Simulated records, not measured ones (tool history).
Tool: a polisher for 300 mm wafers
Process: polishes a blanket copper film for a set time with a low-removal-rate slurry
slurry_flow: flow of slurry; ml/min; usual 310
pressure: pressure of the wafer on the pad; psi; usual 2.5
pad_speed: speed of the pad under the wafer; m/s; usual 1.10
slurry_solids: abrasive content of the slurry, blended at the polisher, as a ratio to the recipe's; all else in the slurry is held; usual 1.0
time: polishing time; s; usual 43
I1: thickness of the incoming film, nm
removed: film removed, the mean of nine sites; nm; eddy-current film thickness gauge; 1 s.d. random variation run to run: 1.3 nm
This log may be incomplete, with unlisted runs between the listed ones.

run 1 hour=0.0 | slurry_flow=310 pressure=2.5 pad_speed=0.90 slurry_solids=1.0 time=43 | I1=858.8 | removed=74.5
-- hour=10.5 slurry blender recalibrated
run 2 hour=58.4 | slurry_flow=310 pressure=2.5 pad_speed=0.90 slurry_solids=1.0 time=43 | I1=858.3 | removed=82.6
run 3 hour=96.9 | slurry_flow=310 pressure=2.5 pad_speed=0.90 slurry_solids=1.0 time=43 | I1=876.1 | removed=81.8
-- hour=127.3 head pressure recalibrated
-- hour=142.5 slurry nozzle cleaned
run 4 hour=189.6 | slurry_flow=310 pressure=2.5 pad_speed=1.10 slurry_solids=1.0 time=43 | I1=856.3 | removed=92.7
run 5 hour=264.6 | slurry_flow=310 pressure=2.5 pad_speed=1.10 slurry_solids=1.0 time=43 | I1=860.0 | removed=91.0
run 6 hour=354.3 | slurry_flow=310 pressure=2.5 pad_speed=1.10 slurry_solids=1.0 time=43 | I1=847.1 | removed=89.0
run 7 hour=449.5 | slurry_flow=310 pressure=2.5 pad_speed=1.10 slurry_solids=1.0 time=43 | I1=856.1 | removed=81.8
run 8 hour=524.3 | slurry_flow=310 pressure=1.9 pad_speed=1.10 slurry_solids=1.0 time=43 | I1=852.2 | removed=61.6
-- hour=594.4 slurry blender recalibrated
run 9 hour=594.9 | slurry_flow=310 pressure=2.5 pad_speed=1.10 slurry_solids=1.0 time=43 | I1=853.2 | removed=85.9
-- hour=621.1 worn pad replaced by a new one
run 10 hour=638.9 | slurry_flow=310 pressure=2.5 pad_speed=1.10 slurry_solids=1.0 time=43 | I1=873.2 | removed=95.6
-- hour=654.2 slurry nozzle cleaned
run 11 hour=701.9 | slurry_flow=310 pressure=2.5 pad_speed=1.10 slurry_solids=1.0 time=43 | I1=856.5 | removed=93.0
run 12 hour=742.2 | slurry_flow=270 pressure=1.8 pad_speed=1.38 slurry_solids=1.0 time=56 | I1=856.7 | removed=105.8
run 13 hour=789.8 | slurry_flow=310 pressure=2.5 pad_speed=1.10 slurry_solids=1.0 time=43 | I1=861.6 | removed=93.1
-- hour=795.8 head pressure recalibrated
run 14 hour=1053.3 | slurry_flow=350 pressure=2.5 pad_speed=1.10 slurry_solids=1.0 time=43 | I1=863.4 | removed=83.6
run 15 hour=1093.1 | slurry_flow=310 pressure=2.5 pad_speed=0.78 slurry_solids=1.2 time=54 | I1=857.6 | removed=84.1
-- hour=1201.4 slurry blender recalibrated
-- hour=1247.7 worn pad replaced by a new one
run 16 hour=1284.3 | slurry_flow=350 pressure=2.2 pad_speed=1.00 slurry_solids=1.0 time=54 | I1=859.7 | removed=99.7
-- hour=1306.9 slurry nozzle cleaned
run 17 hour=1341.1 | slurry_flow=310 pressure=2.5 pad_speed=1.10 slurry_solids=1.0 time=43 | I1=852.4 | removed=92.1
-- hour=1391.2 head pressure recalibrated
run 18 hour=1392.0 | slurry_flow=310 pressure=2.5 pad_speed=1.10 slurry_solids=1.0 time=43 | I1=853.4 | removed=93.1
run 19 hour=1428.4 | slurry_flow=310 pressure=2.5 pad_speed=1.10 slurry_solids=1.0 time=43 | I1=868.2 | removed=94.8
run 20 hour=1535.9 | slurry_flow=235 pressure=1.9 pad_speed=1.10 slurry_solids=1.0 time=43 | I1=868.1 | removed=66.5
run 21 hour=1633.4 | slurry_flow=310 pressure=2.5 pad_speed=1.10 slurry_solids=0.8 time=43 | I1=870.5 | removed=80.7
run 22 hour=1698.8 | slurry_flow=310 pressure=2.5 pad_speed=1.10 slurry_solids=1.0 time=43 | I1=866.6 | removed=84.3
-- hour=1715.3 slurry blender recalibrated
run 23 hour=1747.7 | slurry_flow=310 pressure=2.5 pad_speed=1.10 slurry_solids=1.0 time=32 | I1=875.2 | removed=67.2
-- hour=1768.0 worn pad replaced by a new one
run 24 hour=1795.1 | slurry_flow=310 pressure=2.5 pad_speed=1.10 slurry_solids=1.0 time=43 | I1=860.5 | removed=96.4
run 25 hour=1842.6 | slurry_flow=310 pressure=2.5 pad_speed=1.10 slurry_solids=1.0 time=43 | I1=853.6 | removed=96.4
-- hour=1887.3 slurry nozzle cleaned
-- hour=1934.8 head pressure recalibrated
run 26 hour=2080.7 | slurry_flow=310 pressure=2.5 pad_speed=1.10 slurry_solids=1.0 time=43 | I1=860.2 | removed=90.6
run 27 hour=2186.9 | slurry_flow=310 pressure=2.5 pad_speed=1.36 slurry_solids=1.0 time=36 | I1=859.6 | removed=84.3
run 28 hour=2229.1 | slurry_flow=420 pressure=2.8 pad_speed=1.10 slurry_solids=1.0 time=43 | I1=852.5 | removed=97.4
run 29 hour=2294.8 | slurry_flow=310 pressure=1.9 pad_speed=1.10 slurry_solids=1.0 time=37 | I1=876.7 | removed=54.4
-- hour=2310.1 slurry blender recalibrated
run 30 hour=2358.3 | slurry_flow=230 pressure=2.5 pad_speed=1.10 slurry_solids=1.1 time=43 | I1=868.7 | removed=87.3
-- hour=2402.3 worn pad replaced by a new one
run 31 hour=2405.6 | slurry_flow=310 pressure=2.2 pad_speed=1.10 slurry_solids=1.0 time=38 | I1=859.9 | removed=73.9

State the hidden condition of the tool at each of the runs:
slurry flow missing at the pad, %: 0 across all the runs
deviation of the head's pressure from its setpoint, %: 0 across all the runs
H1: removal rate lost through wear of the pad, %
H2: abrasive missing from the slurry, %
run=1 H1=0.522 H2=37
run=2 H1=0.736 H2=4.47
run=3 H1=0.971 H2=6.74
run=4 H1=1.84 H2=12.2
run=5 H1=2.87 H2=16.6
run=6 H1=4.47 H2=21.9
run=7 H1=6.61 H2=27.5
run=8 H1=8.62 H2=31.9
run=9 H1=10.8 H2=5.58
run=10 H1=0.85 H2=8.18
run=11 H1=1.01 H2=11.9
run=12 H1=1.21 H2=14.3
run=13 H1=1.56 H2=17.1
run=14 H1=5.57 H2=32.6
run=15 H1=6.48 H2=35
run=16 H1=0.387 H2=6.4
run=17 H1=0.574 H2=9.75
run=18 H1=0.879 H2=12.8
run=19 H1=1.18 H2=14.9
run=20 H1=2.45 H2=21.2
run=21 H1=4.11 H2=27
run=22 H1=5.5 H2=30.8
run=23 H1=6.67 H2=2.38
run=24 H1=0.777 H2=5.18
run=25 H1=0.899 H2=7.98
run=26 H1=3.23 H2=22
run=27 H1=5.19 H2=28.3
run=28 H1=6.13 H2=30.8
run=29 H1=7.77 H2=34.6
run=30 H1=9.57 H2=5.92
run=31 H1=0.854 H2=8.71

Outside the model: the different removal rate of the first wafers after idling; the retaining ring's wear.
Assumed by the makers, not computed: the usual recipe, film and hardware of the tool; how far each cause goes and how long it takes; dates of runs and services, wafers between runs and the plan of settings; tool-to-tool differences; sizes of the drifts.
